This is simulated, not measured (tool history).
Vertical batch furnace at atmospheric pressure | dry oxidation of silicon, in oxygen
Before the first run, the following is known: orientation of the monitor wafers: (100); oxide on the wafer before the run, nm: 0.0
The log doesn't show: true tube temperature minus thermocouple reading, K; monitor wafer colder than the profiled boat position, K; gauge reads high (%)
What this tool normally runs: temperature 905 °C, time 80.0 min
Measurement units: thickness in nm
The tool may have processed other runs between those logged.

run,hour,temperature,time,wafers since the last listed run,hours since the last temperature calibration,hours since the boat lift was adjusted,hours since the gauge calibration,"read-back reference wafer on the same gauge, thickness",thickness
1,0.0,905,80.0,0,3122.4,6143.4,99.2,25.50,25.52
2,48.9,905,80.0,346,3171.3,6192.3,148.1,25.47,25.83
3,65.7,905,80.0,119,3188.1,6209.1,164.9,25.49,25.67
4,87.4,905,80.0,153,3209.8,6230.8,186.6,25.50,25.50
5,100.3,905,80.0,91,3222.7,6243.7,199.5,25.50,25.54
6,119.7,905,80.0,137,3242.1,6263.1,218.9,25.49,25.69
7,133.9,905,80.0,100,3256.3,6277.3,233.1,25.50,25.72
8,155.7,905,80.0,154,3278.1,6299.1,254.9,25.48,25.59
9,168.3,905,80.0,89,3290.7,6311.7,267.5,25.52,25.86
10,180.8,905,80.0,88,3303.2,6324.2,280.0,25.49,25.65
# hour 207.6: boat lift adjusted
11,208.1,905,80.0,23,3330.5,0.5,307.3,25.52,25.45
12,217.7,916,42.5,68,3340.1,10.1,316.9,25.51,18.78

What will run 13 give?
13,237.6,905,80.0,141,3360.0,30.0,336.8,?,?

read-back reference wafer on the same gauge, thickness: 25.51
thickness: 25.54 nm
Take away the tool's hidden state, keep the run-to-run variation as it was, and the same run would have given thickness 25.54 nm.

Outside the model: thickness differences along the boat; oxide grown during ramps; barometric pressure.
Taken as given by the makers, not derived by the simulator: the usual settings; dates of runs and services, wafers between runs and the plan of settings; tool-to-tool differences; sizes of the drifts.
